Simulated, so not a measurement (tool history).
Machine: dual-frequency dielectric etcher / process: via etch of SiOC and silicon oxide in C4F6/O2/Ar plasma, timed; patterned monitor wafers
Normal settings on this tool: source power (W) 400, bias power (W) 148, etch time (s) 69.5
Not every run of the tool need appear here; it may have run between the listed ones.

| run | hour | source power (W) | bias power (W) | etch time (s) | wafers since the last listed run | hours since the last wet clean | hours since the last source power generator calibration | hours since the last bias power generator calibration | hours since the last upper electrode change | hours since the gauge calibration | read-back reference wafer on the same gauge, depth_nm | mean etch depth across the wafer (Å) |
|---|---|---|---|---|---|---|---|---|---|---|---|---|
| 1 | 0.0 | 400 | 148 | 69.5 | 0 | 388.1 | 3866.4 | 3301.6 | 3626.5 | 151.0 | 70.5 | 735 |
| 2 | 7.5 | 400 | 148 | 69.5 | 88 | 395.6 | 3873.9 | 3309.1 | 3634.0 | 158.5 | 70.6 | 736 |
| 3 | 16.2 | 400 | 148 | 69.5 | 102 | 404.3 | 3882.6 | 3317.8 | 3642.7 | 167.2 | 70.6 | 731 |
| 4 | 23.4 | 400 | 148 | 69.5 | 84 | 411.5 | 3889.8 | 3325.0 | 3649.9 | 174.4 | 70.6 | 735 |
| 5 | 34.2 | 400 | 148 | 69.5 | 127 | 422.3 | 3900.6 | 3335.8 | 3660.7 | 185.2 | 70.6 | 737 |
| 6 | 76.0 | 400 | 148 | 69.5 | 492 | 464.1 | 3942.4 | 3377.6 | 3702.5 | 227.0 | 70.6 | 730 |
| 7 | 90.0 | 400 | 148 | 69.5 | 165 | 478.1 | 3956.4 | 3391.6 | 3716.5 | 241.0 | 70.6 | 733 |
|  | 120.0 | wet clean of the chamber |
| 8 | 120.5 | 400 | 148 | 69.5 | 76 | 0.5 | 3986.9 | 3422.1 | 3747.0 | 271.5 | 70.6 | 733 |
| 9 | 120.8 | 400 | 148 | 69.5 | 3 | 0.8 | 3987.2 | 3422.4 | 3747.3 | 271.8 | 70.6 | 732 |
| 10 | 121.1 | 340 | 148 | 69.5 | 3 | 1.1 | 3987.5 | 3422.7 | 3747.6 | 272.1 | 70.6 | 686 |
| 11 | 135.9 | 340 | 148 | 69.5 | 174 | 15.9 | 4002.3 | 3437.5 | 3762.4 | 286.9 | 70.6 | 683 |
| 12 | 142.5 | 340 | 148 | 69.5 | 77 | 22.5 | 4008.9 | 3444.1 | 3769.0 | 293.5 | 70.5 | 682 |
| 13 | 158.9 | 400 | 148 | 69.5 | 193 | 38.9 | 4025.3 | 3460.5 | 3785.4 | 309.9 | 70.5 | 734 |
| 14 | 170.9 | 400 | 148 | 69.5 | 141 | 50.9 | 4037.3 | 3472.5 | 3797.4 | 321.9 | 70.6 | 731 |
| 15 | 188.8 | 400 | 148 | 69.5 | 211 | 68.8 | 4055.2 | 3490.4 | 3815.3 | 339.8 | 70.6 | 729 |
|  | 215.1 | bias power generator calibrated |
|  | 221.3 | upper electrode replaced |
| 16 | 221.8 | 310 | 159 | 58.5 | 268 | 101.8 | 4088.2 | 6.7 | 0.5 | 372.8 | 70.6 | 565 |
| 17 | 222.2 | 370 | 130 | 51.0 | 4 | 102.2 | 4088.6 | 7.1 | 0.9 | 373.2 | 70.7 | 502 |
| 18 | 223.9 | 350 | 163 | 79.5 | 20 | 103.9 | 4090.3 | 8.8 | 2.6 | 374.9 | 70.6 | 817 |
| 19 | 236.0 | 360 | 123 | 53.5 | 142 | 116.0 | 4102.4 | 20.9 | 14.7 | 387.0 | 70.6 | 516 |
| 20 | 246.7 | 400 | 148 | 69.5 | 126 | 126.7 | 4113.1 | 31.6 | 25.4 | 397.7 | 70.6 | 730 |
| 21 | 269.2 | 330 | 148 | 90.0 | 265 | 149.2 | 4135.6 | 54.1 | 47.9 | 420.2 | 70.6 | 883 |
| 22 | 281.0 | 400 | 148 | 84.0 | 139 | 161.0 | 4147.4 | 65.9 | 59.7 | 432.0 | 70.6 | 880 |
|  | 287.3 | gauge calibrated |
|  | 289.4 | source power generator calibrated |
| 23 | 290.3 | 330 | 129 | 77.5 | 62 | 170.3 | 0.9 | 75.2 | 69.0 | 3.0 | 70.6 | 727 |
| 24 | 304.7 | 480 | 134 | 61.0 | 169 | 184.7 | 15.3 | 89.6 | 83.4 | 17.4 | 70.7 | 670 |
| 25 | 319.5 | 400 | 148 | 69.5 | 174 | 199.5 | 30.1 | 104.4 | 98.2 | 32.2 | 70.6 | 735 |
| 26 | 336.2 | 500 | 119 | 84.5 | 196 | 216.2 | 46.8 | 121.1 | 114.9 | 48.9 | 70.6 | 920 |
| 27 | 346.9 | 450 | 162 | 61.5 | 126 | 226.9 | 57.5 | 131.8 | 125.6 | 59.6 | 70.6 | 697 |
| 28 | 362.2 | 360 | 123 | 53.5 | 180 | 242.2 | 72.8 | 147.1 | 140.9 | 74.9 | 70.6 | 512 |
| 29 | 373.5 | 400 | 148 | 69.5 | 133 | 253.5 | 84.1 | 158.4 | 152.2 | 86.2 | 70.7 | 736 |

Here are 5 independent what-if runs from the current tool condition. What would each one return?
| A | 373.9 | 400 | 148 | 80.0 | 4 | 253.9 | 84.5 | 158.8 | 152.6 | 86.6 | ? | ? |
| B | 373.9 | 400 | 135 | 86.5 | 4 | 253.9 | 84.5 | 158.8 | 152.6 | 86.6 | ? | ? |
| C | 373.9 | 500 | 167 | 49.5 | 4 | 253.9 | 84.5 | 158.8 | 152.6 | 86.6 | ? | ? |
| D | 373.9 | 440 | 130 | 69.5 | 4 | 253.9 | 84.5 | 158.8 | 152.6 | 86.6 | ? | ? |
| E | 373.9 | 350 | 182 | 88.0 | 4 | 253.9 | 84.5 | 158.8 | 152.6 | 86.6 | ? | ? |

| run | read-back reference wafer on the same gauge, depth_nm | mean etch depth across the wafer (Å) |
|---|---|---|
| A | 70.6 | 844 |
| B | 70.6 | 890 |
| C | 70.6 | 590 |
| D | 70.6 | 736 |
| E | 70.6 | 933 |
The same runs, with their run-to-run variation unchanged, on a tool lacking any hidden condition would have given:
| run | mean etch depth across the wafer (Å) |
|---|---|
| A | 844 |
| B | 890 |
| C | 590 |
| D | 736 |
| E | 933 |

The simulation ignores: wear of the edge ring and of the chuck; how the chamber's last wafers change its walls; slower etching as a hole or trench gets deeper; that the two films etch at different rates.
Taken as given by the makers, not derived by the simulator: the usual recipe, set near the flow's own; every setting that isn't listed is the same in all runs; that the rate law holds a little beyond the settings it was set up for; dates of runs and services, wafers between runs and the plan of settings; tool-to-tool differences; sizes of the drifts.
